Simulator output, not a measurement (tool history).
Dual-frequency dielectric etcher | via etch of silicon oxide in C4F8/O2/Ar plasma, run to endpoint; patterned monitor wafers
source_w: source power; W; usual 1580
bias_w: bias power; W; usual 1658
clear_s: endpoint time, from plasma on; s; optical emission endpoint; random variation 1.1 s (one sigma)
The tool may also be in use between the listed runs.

run	day	source_w	bias_w	wafers since the last listed run	hours since the last wet clean	hours since the last source power generator calibration	hours since the last bias power generator calibration	hours since the last upper electrode change	incoming incoming film thickness, nm	clear_s
1	0	1390	1936	0	289.2	2716.4	4152.3	5427.9	1551.5	348.5
2	1.338	1390	1936	258	321.3	2748.5	4184.4	5460	1561.5	348.4
3	1.592	1390	1936	49	327.4	2754.6	4190.5	5466.1	1538.2	342.8
4	2.079	1580	1558	94	339.1	2766.3	4202.2	5477.8	1556.8	350.9
5	2.333	1580	1658	49	345.2	2772.4	4208.3	5483.9	1547.3	343.8
# day 3.708: upper electrode replaced
6	3.729	1580	1658	76	378.7	2805.9	4241.8	0.5	1557.6	345.5
7	3.746	1580	1658	3	379.1	2806.3	4242.2	0.9	1546.6	342.3
# day 4.754: bias power generator calibrated
# day 4.879: wet clean of the chamber
8	4.9	1580	1658	166	0.5	2834	3.5	28.6	1555.8	360.1
9	4.917	1580	1658	3	0.9	2834.4	3.9	29	1568.9	364.1
10	5.071	1580	1658	29	4.6	2838.1	7.6	32.7	1558.4	361.6
11	5.375	1710	1394	58	11.9	2845.4	14.9	40	1548.8	366.2
# day 5.671: source power generator calibrated
12	5.921	1870	1926	73	25	6	28	53.1	1562.8	329.5
13	6.662	1580	1658	143	42.8	23.8	45.8	70.9	1552.7	358.3
14	7.512	1190	1436	163	63.2	44.2	66.2	91.3	1557.4	404.8
15	7.938	1370	1902	81	73.4	54.4	76.4	101.5	1554.2	361.7
16	8.338	1580	1658	77	83	64	86	111.1	1552.4	356.2
17	8.721	1930	1547	73	92.2	73.2	95.2	120.3	1558.9	340.3
18	9.725	1350	1960	193	116.3	97.3	119.3	144.4	1555.1	356.5
19	10.279	1770	1821	106	129.6	110.6	132.6	157.7	1536.9	330.7
20	10.588	1880	1529	59	137	118	140	165.1	1556.3	342

The same runs without the tool's hidden state, with the same run-to-run variation:
The hidden state here: etch rate over this chamber's usual, %; source power that arrives over what is set, %; bias power that arrives over what is set, %.
run	clear_s
1	361.8
2	363.1
3	357.5
4	366.4
5	359.3
6	362.4
7	359.1
8	360.9
9	364.9
10	362.6
11	367.6
12	331.2
13	360.9
14	408.7
15	365.6
16	360.5
17	344.8
18	362.3
19	336.6
20	348.3
